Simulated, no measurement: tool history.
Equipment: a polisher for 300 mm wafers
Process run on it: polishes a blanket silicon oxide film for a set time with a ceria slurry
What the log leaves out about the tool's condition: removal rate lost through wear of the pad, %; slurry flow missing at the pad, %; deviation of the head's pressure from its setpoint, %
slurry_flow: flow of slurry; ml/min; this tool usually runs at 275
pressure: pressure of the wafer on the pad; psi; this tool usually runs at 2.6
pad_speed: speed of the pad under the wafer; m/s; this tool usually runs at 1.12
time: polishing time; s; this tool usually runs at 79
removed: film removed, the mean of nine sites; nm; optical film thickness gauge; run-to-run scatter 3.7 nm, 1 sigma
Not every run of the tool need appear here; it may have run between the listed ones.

run	day	slurry_flow	pressure	pad_speed	time	wafers since the last listed run	wafers polished on this pad	hours since the slurry nozzle was cleaned	hours since the head pressure was calibrated	incoming thickness of the incoming film, nm	removed
1	0.000	275	2.6	1.12	59	0	3616	166.3	34.9	1182.7	231.1
2	1.508	240	2.6	1.42	79	523	4139	202.5	71.1	1189.3	381.9
# day 1.792: worn pad replaced by a new one
3	3.308	275	2.6	1.12	79	566	526	245.7	114.3	1171.1	302.9
4	5.379	275	2.6	1.12	79	718	1244	295.4	164.0	1165.0	294.8
5	6.738	275	3.0	1.12	79	471	1716	328.0	196.6	1179.3	346.4
6	8.233	275	2.6	1.42	79	519	2235	363.9	232.5	1189.5	378.4
# day 8.542: slurry nozzle cleaned
7	11.092	275	2.6	1.12	79	977	3212	61.2	301.1	1205.2	305.9
8	12.454	275	2.6	1.12	79	472	3685	93.9	333.8	1209.9	309.9
# day 13.367: worn pad replaced by a new one
9	14.429	275	2.6	1.30	79	627	369	141.3	381.2	1171.0	350.5
10	17.338	275	2.6	1.12	79	1009	1378	211.1	451.0	1178.9	298.2
11	19.871	275	2.6	1.12	79	879	2257	271.9	511.8	1198.8	305.6
12	21.492	275	2.6	1.12	79	562	2820	310.8	550.7	1187.1	298.9
# day 22.450: slurry nozzle cleaned
13	23.212	245	2.6	1.12	79	582	3402	18.3	592.0	1166.5	302.3
# day 25.592: worn pad replaced by a new one
14	26.050	275	2.6	1.12	92	926	158	86.4	660.1	1186.8	353.3
15	28.946	275	2.6	0.92	79	1004	1163	155.9	729.6	1194.7	251.3
16	30.117	275	3.1	1.12	96	406	1570	184.0	757.7	1202.5	437.7
17	35.408	275	3.2	0.94	91	1836	3406	311.0	884.7	1182.8	353.4
# day 36.717: worn pad replaced by a new one
# day 36.812: head pressure recalibrated
18	37.771	225	2.6	1.12	79	733	337	367.7	23.0	1202.6	294.1
# day 39.825: slurry nozzle cleaned
19	40.433	275	2.6	1.12	79	909	1246	14.6	86.9	1184.6	299.7
20	43.388	275	2.6	1.32	79	1025	2272	85.5	157.8	1167.6	363.0
21	45.629	275	2.6	1.12	79	777	3049	139.3	211.6	1201.2	307.2
# day 48.258: worn pad replaced by a new one
22	48.279	345	2.1	0.78	106	861	6	202.9	275.2	1198.6	235.4
23	50.654	225	1.9	1.30	70	824	831	259.9	332.2	1191.7	221.3

Run 24 is up next; what results do you expect?
24	53.392	360	3.3	1.12	79	949	1781	325.6	397.9	1194.6	?

For run 24 the tool returned removed 385.8 nm.
With the hidden condition absent and the run-to-run variation left alone, this run would have shown removed 396.5 nm.
